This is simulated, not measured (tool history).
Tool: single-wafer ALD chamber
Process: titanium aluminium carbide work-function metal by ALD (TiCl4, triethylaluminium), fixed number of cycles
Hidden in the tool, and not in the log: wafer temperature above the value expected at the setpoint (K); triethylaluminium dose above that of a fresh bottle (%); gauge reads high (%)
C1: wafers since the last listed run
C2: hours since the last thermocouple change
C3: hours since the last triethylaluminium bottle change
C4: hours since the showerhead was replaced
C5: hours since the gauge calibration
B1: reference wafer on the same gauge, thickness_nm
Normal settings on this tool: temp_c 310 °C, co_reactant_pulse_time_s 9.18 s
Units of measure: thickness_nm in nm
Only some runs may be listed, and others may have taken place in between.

Run 1, hour 0: usual settings but co_reactant_pulse_time_s 7.63 s; C1 0; C2 609.2; C3 1386.7; C4 4999.8; C5 2527.2; B1 2.5. Result: thickness_nm 1.747 nm.
At hour 94.3: triethylaluminium bottle replaced.
Run 2, hour 98.8: usual settings; C1 812; C2 708; C3 4.5; C4 5098.6; C5 2626; B1 2.501. Result: thickness_nm 2.077 nm.
Run 3, hour 196.1: usual settings; C1 870; C2 805.3; C3 101.8; C4 5195.9; C5 2723.3; B1 2.501. Result: thickness_nm 2.072 nm.
Run 4, hour 282: usual settings; C1 768; C2 891.2; C3 187.7; C4 5281.8; C5 2809.2; B1 2.499. Result: thickness_nm 2.07 nm.
Run 5, hour 367.6: usual settings; C1 765; C2 976.8; C3 273.3; C4 5367.4; C5 2894.8; B1 2.502. Result: thickness_nm 2.038 nm.
At hour 384: gauge calibrated.
Run 6, hour 405: usual settings; C1 334; C2 1014.2; C3 310.7; C4 5404.8; C5 21; B1 2.496. Result: thickness_nm 2.026 nm.
Run 7, hour 495.9: usual settings; C1 813; C2 1105.1; C3 401.6; C4 5495.7; C5 111.9; B1 2.497. Result: thickness_nm 2.045 nm.
Run 8, hour 542.5: usual settings; C1 416; C2 1151.7; C3 448.2; C4 5542.3; C5 158.5; B1 2.5. Result: thickness_nm 2.041 nm.
Run 9, hour 643.8: usual settings; C1 906; C2 1253; C3 549.5; C4 5643.6; C5 259.8; B1 2.5. Result: thickness_nm 2.026 nm.
Run 10, hour 700.8: usual settings; C1 509; C2 1310; C3 606.5; C4 5700.6; C5 316.8; B1 2.5. Result: thickness_nm 1.996 nm.
Run 11, hour 771.1: usual settings but temp_c 295 °C; C1 628; C2 1380.3; C3 676.8; C4 5770.9; C5 387.1; B1 2.5. Result: thickness_nm 1.849 nm.
Run 12, hour 843.2: usual settings but temp_c 305 °C; C1 644; C2 1452.4; C3 748.9; C4 5843; C5 459.2; B1 2.5. Result: thickness_nm 1.955 nm.
Run 13, hour 929.3: usual settings but temp_c 321 °C, co_reactant_pulse_time_s 7.97 s; C1 770; C2 1538.5; C3 835; C4 5929.1; C5 545.3; B1 2.498. Result: thickness_nm 1.966 nm.
Run 14, hour 1004.4: usual settings but temp_c 296 °C, co_reactant_pulse_time_s 6.58 s; C1 671; C2 1613.6; C3 910.1; C4 6004.2; C5 620.4; B1 2.502. Result: thickness_nm 1.564 nm.
Run 15, hour 1104.6: usual settings but temp_c 298 °C, co_reactant_pulse_time_s 11.32 s; C1 896; C2 1713.8; C3 1010.3; C4 6104.4; C5 720.6; B1 2.5. Result: thickness_nm 1.931 nm.
At hour 1125.3: thermocouple changed; heater temperature recalibrated.
At hour 1136.4: showerhead replaced.
Run 16, hour 1180.1: usual settings; C1 532; C2 54.8; C3 1085.8; C4 43.7; C5 796.1; B1 2.499. Result: thickness_nm 2.008 nm.
Run 17, hour 1260.3: usual settings but temp_c 295 °C, co_reactant_pulse_time_s 12.3 s; C1 717; C2 135; C3 1166; C4 123.9; C5 876.3; B1 2.5. Result: thickness_nm 1.963 nm.
At hour 1358.4: triethylaluminium bottle replaced.
Run 18, hour 1358.9: usual settings but temp_c 297 °C; C1 810; C2 233.6; C3 0.5; C4 222.5; C5 974.9; B1 2.499. Result: thickness_nm 1.965 nm.
Run 19, hour 1404: usual settings but co_reactant_pulse_time_s 6.89 s; C1 403; C2 278.7; C3 45.6; C4 267.6; C5 1020; B1 2.503. Result: thickness_nm 1.918 nm.
Run 20, hour 1453.8: usual settings but co_reactant_pulse_time_s 12.49 s; C1 445; C2 328.5; C3 95.4; C4 317.4; C5 1069.8; B1 2.502. Result: thickness_nm 2.155 nm.
Run 21, hour 1511.4: usual settings but temp_c 304 °C, co_reactant_pulse_time_s 8.09 s; C1 515; C2 386.1; C3 153; C4 375; C5 1127.4; B1 2.5. Result: thickness_nm 1.948 nm.
Run 22, hour 1583.8: usual settings; C1 647; C2 458.5; C3 225.4; C4 447.4; C5 1199.8; B1 2.496. Result: thickness_nm 2.042 nm.
Run 23, hour 1653.6: usual settings but temp_c 319 °C, co_reactant_pulse_time_s 10.78 s; C1 624; C2 528.3; C3 295.2; C4 517.2; C5 1269.6; B1 2.499. Result: thickness_nm 2.212 nm.
Run 24, hour 1730.2: usual settings but co_reactant_pulse_time_s 12.44 s; C1 685; C2 604.9; C3 371.8; C4 593.8; C5 1346.2; B1 2.5. Result: thickness_nm 2.167 nm.
Run 25, hour 1801.1: usual settings but temp_c 323 °C; C1 634; C2 675.8; C3 442.7; C4 664.7; C5 1417.1; B1 2.5. Result: thickness_nm 2.163 nm.
Run 26, hour 1840.8: usual settings; C1 355; C2 715.5; C3 482.4; C4 704.4; C5 1456.8; B1 2.499. Result: thickness_nm 2.044 nm.
Run 27, hour 1893.7: usual settings but temp_c 304 °C, co_reactant_pulse_time_s 11.8 s; C1 473; C2 768.4; C3 535.3; C4 757.3; C5 1509.7; B1 2.501. Result: thickness_nm 2.087 nm.
Run 28, hour 1994.6: usual settings but temp_c 323 °C, co_reactant_pulse_time_s 12.11 s; C1 902; C2 869.3; C3 636.2; C4 858.2; C5 1610.6; B1 2.503. Result: thickness_nm 2.233 nm.
Run 29, hour 2065.4: usual settings but temp_c 317 °C, co_reactant_pulse_time_s 10.73 s; C1 633; C2 940.1; C3 707; C4 929; C5 1681.4; B1 2.501. Result: thickness_nm 2.152 nm.
Run 30, hour 2146: usual settings but co_reactant_pulse_time_s 7.46 s; C1 720; C2 1020.7; C3 787.6; C4 1009.6; C5 1762; B1 2.498. Result: thickness_nm 1.836 nm.
Run 31, hour 2198.3: usual settings but temp_c 322 °C, co_reactant_pulse_time_s 11.17 s; C1 467; C2 1073; C3 839.9; C4 1061.9; C5 1814.3; B1 2.499. Result: thickness_nm 2.199 nm.
Run 32, hour 2291.6: usual settings; C1 834; C2 1166.3; C3 933.2; C4 1155.2; C5 1907.6; B1 2.501. Result: thickness_nm 1.987 nm.
Run 33, hour 2395: usual settings but co_reactant_pulse_time_s 12.49 s; C1 924; C2 1269.7; C3 1036.6; C4 1258.6; C5 2011; B1 2.499. Result: thickness_nm 2.089 nm.

Hidden state or all else? Some run-to-run changes of thickness_nm, split into what the settings, what came in and random variation would give without the hidden state, and what is left for the hidden state (with any gauge scatter that isn't in both results):
Run 1 -> 2: co_reactant_pulse_time_s 7.63 -> 9.18, triethylaluminium bottle replaced. thickness_nm +0.33 nm: hidden state +0.239, all else +0.091.
Run 13 -> 14: temp_c 321 -> 296, co_reactant_pulse_time_s 7.97 -> 6.58. thickness_nm -0.402 nm: hidden state -0.033, all else -0.369.
Run 14 -> 15: temp_c 296 -> 298, co_reactant_pulse_time_s 6.58 -> 11.32. thickness_nm +0.367 nm: hidden state +0.082, all else +0.285.
Run 29 -> 30: temp_c 317 -> 310, co_reactant_pulse_time_s 10.73 -> 7.46. thickness_nm -0.316 nm: hidden state -0.071, all else -0.245.
Run 30 -> 31: temp_c 310 -> 322, co_reactant_pulse_time_s 7.46 -> 11.17. thickness_nm +0.363 nm: hidden state +0.06, all else +0.303.
